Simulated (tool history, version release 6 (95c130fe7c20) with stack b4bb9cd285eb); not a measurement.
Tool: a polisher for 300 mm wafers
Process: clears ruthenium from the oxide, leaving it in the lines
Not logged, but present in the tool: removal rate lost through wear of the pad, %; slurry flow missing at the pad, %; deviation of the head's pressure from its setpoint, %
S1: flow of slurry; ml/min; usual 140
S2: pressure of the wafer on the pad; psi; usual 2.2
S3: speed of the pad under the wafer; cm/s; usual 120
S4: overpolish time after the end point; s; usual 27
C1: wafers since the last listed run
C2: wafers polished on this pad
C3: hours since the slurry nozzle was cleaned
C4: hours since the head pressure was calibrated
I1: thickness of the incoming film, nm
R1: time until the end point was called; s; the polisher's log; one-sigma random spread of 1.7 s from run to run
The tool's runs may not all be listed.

run   hour   S1   S2   S3  S4   C1    C2     C3      C4     I1     R1
  1    0.0  170  1.6  120  27    0   309  269.2   664.8  137.7  159.0
  2   66.8  125  2.2  146  27  355   664  336.0   731.6  139.6  100.0
     110.2  -- worn pad replaced by a new one
  3  117.8  125  2.2  146  27  250    40  387.0   782.6  139.1   99.5
     144.4  -- slurry nozzle cleaned
  4  263.1  125  2.2  146  27  767   808  118.7   927.9  141.3   99.9
     283.6  -- worn pad replaced by a new one
  5  309.1  140  2.2  120  27  223   135  164.7   973.9  139.6  118.0
  6  339.7  140  2.2  120  27  162   298  195.3  1004.5  138.5  119.8
     374.6  -- head pressure recalibrated
  7  396.3  140  2.2  120  27  290   589  251.9    21.7  141.9  123.3
  8  461.0  130  2.2  120  27  344   933  316.6    86.4  141.6  123.2
     486.3  -- worn pad replaced by a new one
  9  492.0  130  2.2  120  27  143    30  347.6   117.4  141.6  124.6
 10  526.4  105  2.2  120  38  183   213  382.0   151.8  139.3  125.0
 11  574.1  140  2.2  120  27  253   467  429.7   199.5  139.3  118.9
 12  618.1  125  1.8  120  27  234   701  473.7   243.5  140.5  150.6
     625.9  -- slurry nozzle cleaned
 13  686.8  140  1.5  120  27  360  1061   60.9   312.2  139.9  173.2
     694.9  -- worn pad replaced by a new one
 14  712.7  180  2.2   88  17  116    94   86.8   338.1  140.4  156.4
 15  769.1  140  2.2  150  27  300   394  143.2   394.5  140.0   97.7
 16  808.0  110  2.2  120  31  207   601  182.1   433.4  140.4  127.1

Expected results for the next run?
 17  839.6  180  2.2  88  17  168  769  213.7  465.0  140.0   ?

For run 17 the tool returned R1 155.8 s.
If the tool had no hidden condition, the same run with the same run-to-run variation would have returned R1 155.8 s.

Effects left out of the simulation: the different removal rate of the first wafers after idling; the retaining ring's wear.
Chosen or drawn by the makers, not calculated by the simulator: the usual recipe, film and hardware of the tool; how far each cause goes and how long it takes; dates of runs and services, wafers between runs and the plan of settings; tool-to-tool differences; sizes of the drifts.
